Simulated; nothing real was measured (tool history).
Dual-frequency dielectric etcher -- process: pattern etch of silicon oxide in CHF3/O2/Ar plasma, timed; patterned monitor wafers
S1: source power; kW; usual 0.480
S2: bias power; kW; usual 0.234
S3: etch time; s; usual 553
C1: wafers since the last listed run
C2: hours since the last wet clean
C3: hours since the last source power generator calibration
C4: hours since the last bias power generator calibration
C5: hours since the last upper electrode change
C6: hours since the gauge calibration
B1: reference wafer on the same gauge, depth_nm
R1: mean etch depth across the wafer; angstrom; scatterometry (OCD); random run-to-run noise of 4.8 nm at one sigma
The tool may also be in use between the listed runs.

run   hour     S1     S2   S3  C1     C2      C3      C4      C5     C6     B1     R1
  1    0.0  0.480  0.234  553   0   64.0  1304.6  3238.5  3986.5  422.3  899.7  10955
      13.2  -- gauge calibrated
  2   33.8  0.480  0.234  553  70   97.8  1338.4  3272.3  4020.3   20.6  899.4  10861
  3   49.3  0.480  0.234  553  32  113.3  1353.9  3287.8  4035.8   36.1  900.1  10871
  4   73.1  0.480  0.234  553  49  137.1  1377.7  3311.6  4059.6   59.9  899.8  10807
  5  107.6  0.480  0.234  553  72  171.6  1412.2  3346.1  4094.1   94.4  899.9  10760
  6  135.3  0.510  0.234  553  57  199.3  1439.9  3373.8  4121.8  122.1  900.2  11133
  7  158.1  0.570  0.234  553  47  222.1  1462.7  3396.6  4144.6  144.9  900.3  11463
     207.9  -- upper electrode replaced
  8  208.4  0.560  0.234  553  55  272.4  1513.0  3446.9     0.5  195.2  899.3  11399
  9  208.9  0.480  0.234  553   1  272.9  1513.5  3447.4     1.0  195.7  899.9  10707
 10  227.4  0.480  0.234  553  38  291.4  1532.0  3465.9    19.5  214.2  900.3  10645
 11  252.2  0.480  0.234  553  51  316.2  1556.8  3490.7    44.3  239.0  899.1  10610
 12  281.8  0.570  0.278  442  61  345.8  1586.4  3520.3    73.9  268.6  900.5   9399
 13  317.7  0.370  0.234  625  75  381.7  1622.3  3556.2   109.8  304.5  899.8  10659

Predict the results of run 14:
     330.0  -- bias power generator calibrated
 14  349.5  0.480  0.234  553  58  413.5  1654.1  19.5  141.6  336.3   ?   ?

{"run 14": {"B1": 899.3, "R1": 10550}}
Take away the tool's hidden state, keep the run-to-run variation as it was, and the same run would have given R1 11011 angstrom.
